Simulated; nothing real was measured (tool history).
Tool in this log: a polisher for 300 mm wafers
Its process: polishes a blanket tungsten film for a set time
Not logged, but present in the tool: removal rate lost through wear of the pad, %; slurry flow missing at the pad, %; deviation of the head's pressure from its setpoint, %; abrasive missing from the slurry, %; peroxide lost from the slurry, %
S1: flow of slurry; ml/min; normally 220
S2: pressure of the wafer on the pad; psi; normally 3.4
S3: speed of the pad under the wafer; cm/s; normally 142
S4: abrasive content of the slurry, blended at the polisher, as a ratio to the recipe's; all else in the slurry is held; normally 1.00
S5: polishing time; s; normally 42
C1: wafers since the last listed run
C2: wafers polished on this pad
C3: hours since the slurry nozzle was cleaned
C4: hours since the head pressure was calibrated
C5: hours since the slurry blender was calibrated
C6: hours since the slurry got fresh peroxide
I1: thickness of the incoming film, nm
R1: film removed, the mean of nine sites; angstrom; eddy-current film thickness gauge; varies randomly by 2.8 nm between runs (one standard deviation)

run 1 hour=0.0 | S1=220 S2=4.3 S3=142 S4=0.90 S5=42 | C1=0 C2=263 C3=250.8 C4=922.6 C5=52.9 C6=68.9 | I1=730.2 | R1=2665
-- hour=7.7 slurry nozzle cleaned
run 2 hour=15.7 | S1=220 S2=4.3 S3=142 S4=0.90 S5=42 | C1=199 C2=463 C3=8.0 C4=938.3 C5=68.6 C6=84.6 | I1=744.1 | R1=2620
run 3 hour=36.4 | S1=220 S2=4.3 S3=142 S4=0.90 S5=42 | C1=280 C2=744 C3=28.7 C4=959.0 C5=89.3 C6=105.3 | I1=736.0 | R1=2602
-- hour=55.9 slurry tank refilled with fresh slurry and peroxide
-- hour=63.8 slurry blender recalibrated
run 4 hour=68.8 | S1=220 S2=3.4 S3=142 S4=1.00 S5=42 | C1=398 C2=1143 C3=61.1 C4=991.4 C5=5.0 C6=12.9 | I1=720.6 | R1=2102
-- hour=92.6 worn pad replaced by a new one
run 5 hour=94.9 | S1=220 S2=3.4 S3=170 S4=0.80 S5=42 | C1=299 C2=31 C3=87.2 C4=1017.5 C5=31.1 C6=39.0 | I1=734.0 | R1=2173
run 6 hour=108.7 | S1=220 S2=3.4 S3=170 S4=0.80 S5=42 | C1=187 C2=218 C3=101.0 C4=1031.3 C5=44.9 C6=52.8 | I1=731.7 | R1=2103
run 7 hour=123.3 | S1=220 S2=3.4 S3=170 S4=0.80 S5=42 | C1=198 C2=416 C3=115.6 C4=1045.9 C5=59.5 C6=67.4 | I1=719.7 | R1=2148
run 8 hour=145.6 | S1=220 S2=3.4 S3=158 S4=1.00 S5=36 | C1=302 C2=719 C3=137.9 C4=1068.2 C5=81.8 C6=89.7 | I1=728.5 | R1=1815
run 9 hour=170.8 | S1=220 S2=3.4 S3=158 S4=1.00 S5=36 | C1=341 C2=1061 C3=163.1 C4=1093.4 C5=107.0 C6=114.9 | I1=729.5 | R1=1790
-- hour=176.1 slurry tank refilled with fresh slurry and peroxide
-- hour=185.4 slurry blender recalibrated
run 10 hour=185.9 | S1=220 S2=3.4 S3=158 S4=1.00 S5=36 | C1=164 C2=1225 C3=178.2 C4=1108.5 C5=0.5 C6=9.8 | I1=721.8 | R1=1737
-- hour=204.5 worn pad replaced by a new one, repeated, since the last time left the tool worse
run 11 hour=205.0 | S1=175 S2=3.4 S3=142 S4=1.00 S5=42 | C1=204 C2=6 C3=197.3 C4=1127.6 C5=19.6 C6=28.9 | I1=720.1 | R1=2094
-- hour=208.6 slurry nozzle cleaned
run 12 hour=221.4 | S1=220 S2=3.4 S3=142 S4=1.00 S5=42 | C1=208 C2=215 C3=12.8 C4=1144.0 C5=36.0 C6=45.3 | I1=716.0 | R1=2211
run 13 hour=239.8 | S1=220 S2=3.4 S3=142 S4=1.00 S5=50 | C1=249 C2=465 C3=31.2 C4=1162.4 C5=54.4 C6=63.7 | I1=730.9 | R1=2556
run 14 hour=255.2 | S1=220 S2=3.4 S3=142 S4=1.00 S5=42 | C1=208 C2=674 C3=46.6 C4=1177.8 C5=69.8 C6=79.1 | I1=718.4 | R1=2136
-- hour=273.6 slurry tank refilled with fresh slurry and peroxide
run 15 hour=285.2 | S1=220 S2=2.9 S3=142 S4=1.00 S5=42 | C1=393 C2=1068 C3=76.6 C4=1207.8 C5=99.8 C6=11.6 | I1=728.5 | R1=1822
-- hour=302.4 slurry blender recalibrated
-- hour=311.1 worn pad replaced by a new one
-- hour=313.3 head pressure recalibrated
run 16 hour=313.8 | S1=220 S2=3.4 S3=142 S4=0.80 S5=42 | C1=279 C2=9 C3=105.2 C4=0.5 C5=11.4 C6=40.2 | I1=722.8 | R1=2075
run 17 hour=342.9 | S1=220 S2=3.4 S3=142 S4=1.00 S5=42 | C1=394 C2=404 C3=134.3 C4=29.6 C5=40.5 C6=69.3 | I1=738.9 | R1=2155
run 18 hour=366.4 | S1=280 S2=4.4 S3=142 S4=1.10 S5=42 | C1=318 C2=723 C3=157.8 C4=53.1 C5=64.0 C6=92.8 | I1=731.0 | R1=2857
-- hour=371.2 slurry tank refilled with fresh slurry and peroxide
run 19 hour=397.1 | S1=150 S2=2.2 S3=142 S4=1.00 S5=31 | C1=403 C2=1126 C3=188.5 C4=83.8 C5=94.7 C6=25.9 | I1=728.1 | R1=1002
-- hour=415.2 worn pad replaced by a new one
-- hour=418.9 slurry blender recalibrated
run 20 hour=425.6 | S1=220 S2=3.4 S3=130 S4=1.00 S5=36 | C1=305 C2=114 C3=217.0 C4=112.3 C5=6.7 C6=54.4 | I1=719.7 | R1=1746
-- hour=440.0 slurry nozzle cleaned
run 21 hour=443.4 | S1=170 S2=2.9 S3=142 S4=0.75 S5=49 | C1=227 C2=342 C3=3.4 C4=130.1 C5=24.5 C6=72.2 | I1=741.7 | R1=1944
run 22 hour=462.6 | S1=170 S2=2.9 S3=142 S4=0.75 S5=49 | C1=260 C2=603 C3=22.6 C4=149.3 C5=43.7 C6=91.4 | I1=732.3 | R1=1901
-- hour=467.5 slurry tank refilled with fresh slurry and peroxide
run 23 hour=496.2 | S1=220 S2=3.4 S3=142 S4=1.00 S5=42 | C1=442 C2=1045 C3=56.2 C4=182.9 C5=77.3 C6=28.7 | I1=726.1 | R1=2056
run 24 hour=510.0 | S1=220 S2=4.1 S3=142 S4=1.25 S5=42 | C1=187 C2=1232 C3=70.0 C4=196.7 C5=91.1 C6=42.5 | I1=717.1 | R1=2608
-- hour=515.3 slurry blender recalibrated
-- hour=517.3 worn pad replaced by a new one
run 25 hour=544.3 | S1=220 S2=3.4 S3=170 S4=0.80 S5=42 | C1=412 C2=367 C3=104.3 C4=231.0 C5=29.0 C6=76.8 | I1=740.9 | R1=2346

Alternative continuations, all from the tool just after run 25; predict every row:
run A hour=544.7 | S1=220 S2=3.4 S3=142 S4=1.20 S5=42 | C1=5 C2=372 C3=104.7 C4=231.4 C5=29.4 C6=77.2 | I1=727.4 | R1=?
run B hour=544.7 | S1=285 S2=2.9 S3=176 S4=1.00 S5=49 | C1=5 C2=372 C3=104.7 C4=231.4 C5=29.4 C6=77.2 | I1=727.4 | R1=?
run C hour=544.7 | S1=220 S2=4.4 S3=142 S4=0.80 S5=51 | C1=5 C2=372 C3=104.7 C4=231.4 C5=29.4 C6=77.2 | I1=727.4 | R1=?
run D hour=544.7 | S1=220 S2=3.4 S3=142 S4=1.00 S5=38 | C1=5 C2=372 C3=104.7 C4=231.4 C5=29.4 C6=77.2 | I1=727.4 | R1=?

run=A R1=2252
run=B R1=2674
run=C R1=3079
run=D R1=1933
With no hidden state in the tool, these same runs would have given:
run=A R1=2300
run=B R1=2731
run=C R1=3144
run=D R1=1974
